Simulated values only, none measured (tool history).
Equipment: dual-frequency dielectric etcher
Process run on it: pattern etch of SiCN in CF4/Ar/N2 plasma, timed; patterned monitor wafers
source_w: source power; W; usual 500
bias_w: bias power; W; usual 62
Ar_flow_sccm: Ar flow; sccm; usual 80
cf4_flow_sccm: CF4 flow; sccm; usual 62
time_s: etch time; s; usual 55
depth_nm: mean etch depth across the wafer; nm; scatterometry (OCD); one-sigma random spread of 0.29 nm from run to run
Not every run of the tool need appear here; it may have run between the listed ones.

run,hour,source_w,bias_w,Ar_flow_sccm,cf4_flow_sccm,time_s,"read-back reference wafer on the same gauge, depth_nm",depth_nm
1,0,500,62,80,62,55,46.9,46.5
2,55,500,62,80,62,55,46.9,46.4
3,88.1,500,62,80,62,55,46.9,46.9
4,132.4,500,62,80,62,55,46.8,46.4
5,172.4,500,62,80,62,55,46.7,45.9
6,198.5,500,62,80,62,55,46.6,46.7
7,252.4,500,62,80,62,55,46.6,46.4
# hour 275.6: CF4 flow controller replaced
# hour 291.6: source power generator calibrated
# hour 307.7: wet clean of the chamber
8,311,500,62,80,62,55,46.7,46.3
9,345.8,500,62,80,62,55,46.6,46
# hour 366.9: bias power generator calibrated
10,415.7,500,62,80,66,44,46.6,37.4
11,543.5,500,62,80,62,55,46.6,46.1
# hour 617.7: upper electrode replaced
12,618.2,500,62,80,62,70,46.5,58.9
13,662,500,70,80,62,55,46.4,47.9
# hour 701.7: wet clean of the chamber
14,707.2,500,62,80,62,55,46.4,46.3
# hour 729.1: Ar flow controller replaced
15,776.9,500,74,68,62,55,46.4,50.8
# hour 778: gauge calibrated
16,845.6,500,73,80,62,64.5,48.5,60.1
17,879,500,62,80,62,55,48.4,47.7
18,960.5,500,62,80,62,55,48.1,47.7
19,991.5,560,56,80,69,46,48,42.1
20,1045.6,500,52,80,62,55,47.8,44.5
# hour 1101: wet clean of the chamber
21,1172.3,460,56,70,70,55,47.5,44.2

Below are 4 alternative next runs, each starting from the tool's condition after run 21. Predict each:
A,1172.7,500,62,80,62,55,?,?
B,1172.7,500,62,80,52,55,?,?
C,1172.7,540,62,92,72,61.5,?,?
D,1172.7,550,62,80,73,55,?,?

run,"read-back reference wafer on the same gauge, depth_nm",depth_nm
A,47.4,47
B,47.4,46
C,47.4,55.4
D,47.4,51.3
Without the tool's hidden state the same runs would have given:
run,depth_nm
A,48.4
B,47.4
C,57.1
D,52.8
